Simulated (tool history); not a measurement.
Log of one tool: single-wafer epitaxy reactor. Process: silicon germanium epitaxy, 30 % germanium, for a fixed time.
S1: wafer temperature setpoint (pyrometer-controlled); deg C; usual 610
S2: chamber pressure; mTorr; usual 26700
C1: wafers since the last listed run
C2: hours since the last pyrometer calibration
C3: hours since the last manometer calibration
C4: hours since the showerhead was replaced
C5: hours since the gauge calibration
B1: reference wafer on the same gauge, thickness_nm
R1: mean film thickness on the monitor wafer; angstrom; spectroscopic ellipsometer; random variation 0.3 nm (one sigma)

Run 1, hour 0.0: usual settings; C1 0; C2 1559.1; C3 900.1; C4 5842.1; C5 430.1; B1 81.496. Result: R1 754.61 angstrom.
Run 2, hour 41.3: usual settings; C1 501; C2 1600.4; C3 941.4; C4 5883.4; C5 471.4; B1 81.492. Result: R1 760.36 angstrom.
Run 3, hour 108.0: usual settings; C1 809; C2 1667.1; C3 1008.1; C4 5950.1; C5 538.1; B1 81.517. Result: R1 759.73 angstrom.
Run 4, hour 176.4: usual settings; C1 829; C2 1735.5; C3 1076.5; C4 6018.5; C5 606.5; B1 81.523. Result: R1 749.71 angstrom.
Run 5, hour 233.5: usual settings; C1 692; C2 1792.6; C3 1133.6; C4 6075.6; C5 663.6; B1 81.523. Result: R1 753.05 angstrom.
Run 6, hour 276.3: usual settings; C1 519; C2 1835.4; C3 1176.4; C4 6118.4; C5 706.4; B1 81.501. Result: R1 755.99 angstrom.
Run 7, hour 326.2: usual settings; C1 605; C2 1885.3; C3 1226.3; C4 6168.3; C5 756.3; B1 81.413. Result: R1 753.13 angstrom.
Run 8, hour 393.7: usual settings; C1 818; C2 1952.8; C3 1293.8; C4 6235.8; C5 823.8; B1 81.519. Result: R1 753.96 angstrom.
Run 9, hour 420.8: usual settings; C1 328; C2 1979.9; C3 1320.9; C4 6262.9; C5 850.9; B1 81.375. Result: R1 745.00 angstrom.
Run 10, hour 458.1: usual settings; C1 452; C2 2017.2; C3 1358.2; C4 6300.2; C5 888.2; B1 81.453. Result: R1 748.67 angstrom.
At hour 522.1: capacitance manometer re-zeroed and calibrated.
Run 11, hour 527.4: usual settings but S1 617 deg C, S2 22200 mTorr; C1 743; C2 2086.5; C3 5.3; C4 6369.5; C5 957.5; B1 81.483. Result: R1 786.90 angstrom.
At hour 530.8: gauge calibrated.
Run 12, hour 596.2: usual settings; C1 834; C2 2155.3; C3 74.1; C4 6438.3; C5 65.4; B1 81.505. Result: R1 769.46 angstrom.
Run 13, hour 642.3: usual settings; C1 559; C2 2201.4; C3 120.2; C4 6484.4; C5 111.5; B1 81.485. Result: R1 774.78 angstrom.
Run 14, hour 704.9: usual settings; C1 759; C2 2264.0; C3 182.8; C4 6547.0; C5 174.1; B1 81.475. Result: R1 779.95 angstrom.
Run 15, hour 762.0: usual settings but S2 29000 mTorr; C1 692; C2 2321.1; C3 239.9; C4 6604.1; C5 231.2; B1 81.467. Result: R1 803.54 angstrom.
Run 16, hour 800.2: usual settings but S1 619 deg C, S2 33300 mTorr; C1 463; C2 2359.3; C3 278.1; C4 6642.3; C5 269.4; B1 81.464. Result: R1 1010.64 angstrom.
Run 17, hour 832.4: usual settings but S1 616 deg C; C1 390; C2 2391.5; C3 310.3; C4 6674.5; C5 301.6; B1 81.483. Result: R1 849.10 angstrom.
Run 18, hour 886.5: usual settings but S2 24700 mTorr; C1 656; C2 2445.6; C3 364.4; C4 6728.6; C5 355.7; B1 81.572. Result: R1 738.84 angstrom.
Run 19, hour 930.1: usual settings but S1 615 deg C, S2 23600 mTorr; C1 528; C2 2489.2; C3 408.0; C4 6772.2; C5 399.3; B1 81.538. Result: R1 785.91 angstrom.
At hour 940.6: pyrometer calibrated.
Run 20, hour 1026.8: usual settings but S1 597 deg C; C1 1076; C2 86.2; C3 504.7; C4 6868.9; C5 496.0; B1 81.574. Result: R1 612.04 angstrom.
Run 21, hour 1060.5: usual settings; C1 408; C2 119.9; C3 538.4; C4 6902.6; C5 529.7; B1 81.528. Result: R1 770.04 angstrom.
Run 22, hour 1113.4: usual settings but S1 622 deg C; C1 641; C2 172.8; C3 591.3; C4 6955.5; C5 582.6; B1 81.516. Result: R1 951.44 angstrom.
Run 23, hour 1162.0: usual settings; C1 589; C2 221.4; C3 639.9; C4 7004.1; C5 631.2; B1 81.446. Result: R1 768.88 angstrom.
At hour 1211.6: showerhead replaced.
Run 24, hour 1212.1: usual settings but S1 601 deg C, S2 24800 mTorr; C1 510; C2 271.5; C3 690.0; C4 0.5; C5 681.3; B1 81.452. Result: R1 629.86 angstrom.
Run 25, hour 1275.6: usual settings but S1 622 deg C, S2 22100 mTorr; C1 770; C2 335.0; C3 753.5; C4 64.0; C5 744.8; B1 81.464. Result: R1 853.92 angstrom.
Run 26, hour 1307.1: usual settings but S2 24200 mTorr; C1 382; C2 366.5; C3 785.0; C4 95.5; C5 776.3; B1 81.549. Result: R1 731.15 angstrom.
Run 27, hour 1335.9: usual settings; C1 349; C2 395.3; C3 813.8; C4 124.3; C5 805.1; B1 81.455. Result: R1 765.00 angstrom.
Run 28, hour 1400.4: usual settings; C1 782; C2 459.8; C3 878.3; C4 188.8; C5 869.6; B1 81.448. Result: R1 766.24 angstrom.
At hour 1415.7: gauge calibrated.
Run 29, hour 1452.8: usual settings but S1 603 deg C, S2 32500 mTorr; C1 635; C2 512.2; C3 930.7; C4 241.2; C5 37.1; B1 81.432. Result: R1 748.35 angstrom.
Run 30, hour 1489.7: usual settings but S1 605 deg C, S2 24200 mTorr; C1 447; C2 549.1; C3 967.6; C4 278.1; C5 74.0; B1 81.537. Result: R1 661.32 angstrom.
Run 31, hour 1553.7: usual settings but S2 32100 mTorr; C1 776; C2 613.1; C3 1031.6; C4 342.1; C5 138.0; B1 81.450. Result: R1 843.67 angstrom.

How the hidden state differs across the entries between the runs, from the last listed run before each to the first after it:
Between runs 10 and 11: capacitance manometer re-zeroed and calibrated (hour 522.1)
  true pressure above the setpoint (%): -5.06 -> 0.669
  measured less the result without the state, R1: -21.10 -> +2.77 angstrom
Between runs 11 and 12: gauge calibrated (hour 530.8)
  true pressure above the setpoint (%): 0.669 -> 0.656
  measured less the result without the state, R1: +2.77 -> +2.67 angstrom
Between runs 19 and 20: pyrometer calibrated (hour 940.6)
  true pressure above the setpoint (%): 0.29 -> 0.0895
  measured less the result without the state, R1: +1.21 -> +0.29 angstrom
Between runs 23 and 24: showerhead replaced (hour 1211.6)
  true pressure above the setpoint (%): -0.262 -> -0.414
  measured less the result without the state, R1: -1.08 -> -1.39 angstrom
Between runs 28 and 29: gauge calibrated (hour 1415.7)
  true pressure above the setpoint (%): -1.09 -> -1.3
  measured less the result without the state, R1: -4.46 -> -5.23 angstrom

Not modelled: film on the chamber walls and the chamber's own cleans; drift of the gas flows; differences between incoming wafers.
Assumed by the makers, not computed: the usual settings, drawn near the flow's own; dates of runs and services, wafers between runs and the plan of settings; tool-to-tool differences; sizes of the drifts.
